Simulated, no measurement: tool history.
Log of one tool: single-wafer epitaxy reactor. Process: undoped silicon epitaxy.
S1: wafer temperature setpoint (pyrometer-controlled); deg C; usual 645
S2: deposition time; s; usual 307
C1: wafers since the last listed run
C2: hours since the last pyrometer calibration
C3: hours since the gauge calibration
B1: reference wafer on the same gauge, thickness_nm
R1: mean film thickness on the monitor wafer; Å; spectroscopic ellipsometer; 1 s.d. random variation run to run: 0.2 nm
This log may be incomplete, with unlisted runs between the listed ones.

| run | day | S1 | S2 | C1 | C2 | C3 | B1 | R1 |
|---|---|---|---|---|---|---|---|---|
| 1 | 0.000 | 645 | 292 | 0 | 328.4 | 580.7 | 47.018 | 423.07 |
| 2 | 2.383 | 645 | 292 | 332 | 385.6 | 637.9 | 46.945 | 422.00 |
| 3 | 5.242 | 645 | 307 | 399 | 454.2 | 706.5 | 46.880 | 444.56 |
| 4 | 6.288 | 645 | 307 | 146 | 479.3 | 731.6 | 46.849 | 445.78 |
| 5 | 8.125 | 645 | 307 | 256 | 523.4 | 775.7 | 46.849 | 442.53 |
| 6 | 9.962 | 640 | 307 | 256 | 567.5 | 819.8 | 46.818 | 397.22 |
| 7 | 12.612 | 645 | 307 | 370 | 631.1 | 883.4 | 46.696 | 439.69 |
| 8 | 13.792 | 645 | 307 | 164 | 659.4 | 911.7 | 46.735 | 440.08 |
| 9 | 15.242 | 645 | 307 | 202 | 694.2 | 946.5 | 46.705 | 440.44 |
| 10 | 16.900 | 649 | 336 | 231 | 734.0 | 986.3 | 46.712 | 521.99 |
| 11 | 18.392 | 645 | 307 | 208 | 769.8 | 1022.1 | 46.665 | 443.87 |
| 12 | 20.521 | 645 | 307 | 297 | 820.9 | 1073.2 | 46.565 | 442.10 |
| 13 | 22.929 | 645 | 307 | 336 | 878.7 | 1131.0 | 46.699 | 439.10 |
| 14 | 25.679 | 645 | 307 | 384 | 944.7 | 1197.0 | 46.605 | 439.16 |
| 15 | 27.067 | 645 | 344 | 193 | 978.0 | 1230.3 | 46.523 | 493.58 |
| 16 | 28.825 | 645 | 307 | 245 | 1020.2 | 1272.5 | 46.597 | 439.53 |
| 17 | 30.938 | 645 | 307 | 295 | 1070.9 | 1323.2 | 46.648 | 439.79 |
| 18 | 32.021 | 645 | 307 | 151 | 1096.9 | 1349.2 | 46.507 | 439.98 |
| 19 | 34.142 | 645 | 307 | 296 | 1147.8 | 1400.1 | 46.610 | 440.30 |
| 20 | 36.212 | 651 | 307 | 289 | 1197.5 | 1449.8 | 46.525 | 495.43 |
| 21 | 38.358 | 645 | 307 | 299 | 1249.0 | 1501.3 | 46.495 | 441.10 |
|  | 39.200 | gauge calibrated |
| 22 | 41.942 | 645 | 307 | 500 | 1335.0 | 65.8 | 48.003 | 452.93 |
| 23 | 43.825 | 658 | 356 | 263 | 1380.2 | 111.0 | 47.906 | 680.60 |
| 24 | 46.438 | 654 | 272 | 364 | 1442.9 | 173.7 | 47.642 | 475.76 |
| 25 | 47.912 | 649 | 352 | 206 | 1478.3 | 209.1 | 47.541 | 555.73 |
| 26 | 49.771 | 649 | 262 | 259 | 1522.9 | 253.7 | 47.504 | 416.34 |
| 27 | 51.388 | 658 | 254 | 225 | 1561.7 | 292.5 | 47.386 | 481.53 |
| 28 | 53.500 | 658 | 282 | 295 | 1612.4 | 343.2 | 47.330 | 532.11 |
| 29 | 56.104 | 636 | 336 | 363 | 1674.9 | 405.7 | 47.124 | 405.01 |
| 30 | 58.508 | 657 | 270 | 335 | 1732.6 | 463.4 | 47.131 | 499.38 |
| 31 | 60.117 | 654 | 307 | 224 | 1771.2 | 502.0 | 47.079 | 532.40 |
|  | 60.958 | pyrometer calibrated |
| 32 | 61.904 | 631 | 307 | 203 | 22.7 | 544.9 | 46.934 | 329.14 |
| 33 | 64.454 | 645 | 307 | 356 | 83.9 | 606.1 | 46.881 | 442.85 |
| 34 | 67.125 | 645 | 307 | 373 | 148.0 | 670.2 | 46.735 | 438.50 |
| 35 | 69.075 | 649 | 330 | 272 | 194.8 | 717.0 | 46.849 | 520.05 |
| 36 | 70.200 | 657 | 255 | 157 | 221.8 | 744.0 | 46.725 | 465.72 |
| 37 | 72.692 | 645 | 324 | 348 | 281.6 | 803.8 | 46.639 | 463.35 |
| 38 | 74.625 | 645 | 307 | 270 | 328.0 | 850.2 | 46.615 | 437.14 |
| 39 | 76.562 | 645 | 307 | 270 | 374.5 | 896.7 | 46.702 | 439.00 |
| 40 | 78.067 | 645 | 307 | 210 | 410.6 | 932.8 | 46.536 | 437.34 |
| 41 | 80.158 | 654 | 334 | 292 | 460.8 | 983.0 | 46.601 | 576.72 |
| 42 | 82.738 | 652 | 272 | 360 | 522.7 | 1044.9 | 46.545 | 448.78 |
| 43 | 85.171 | 645 | 283 | 339 | 581.1 | 1103.3 | 46.627 | 403.90 |
| 44 | 87.617 | 645 | 307 | 341 | 639.8 | 1162.0 | 46.447 | 438.42 |
| 45 | 88.750 | 645 | 307 | 158 | 667.0 | 1189.2 | 46.567 | 441.29 |
| 46 | 90.717 | 638 | 307 | 274 | 714.2 | 1236.4 | 46.399 | 381.43 |

Branching from run 46: 5 alternative next runs. What would each branch give?
| A | 90.738 | 657 | 307 | 2 | 714.7 | 1236.9 | ? | ? |
| B | 90.738 | 655 | 362 | 2 | 714.7 | 1236.9 | ? | ? |
| C | 90.738 | 649 | 288 | 2 | 714.7 | 1236.9 | ? | ? |
| D | 90.738 | 659 | 307 | 2 | 714.7 | 1236.9 | ? | ? |
| E | 90.738 | 645 | 354 | 2 | 714.7 | 1236.9 | ? | ? |

| run | B1 | R1 |
|---|---|---|
| A | 46.451 | 556.59 |
| B | 46.451 | 630.65 |
| C | 46.451 | 444.76 |
| D | 46.451 | 579.13 |
| E | 46.451 | 504.05 |
With the hidden condition removed and each run's random variation left untouched, the same runs would have given:
| run | R1 |
|---|---|
| A | 576.51 |
| B | 653.22 |
| C | 460.67 |
| D | 599.86 |
| E | 522.09 |

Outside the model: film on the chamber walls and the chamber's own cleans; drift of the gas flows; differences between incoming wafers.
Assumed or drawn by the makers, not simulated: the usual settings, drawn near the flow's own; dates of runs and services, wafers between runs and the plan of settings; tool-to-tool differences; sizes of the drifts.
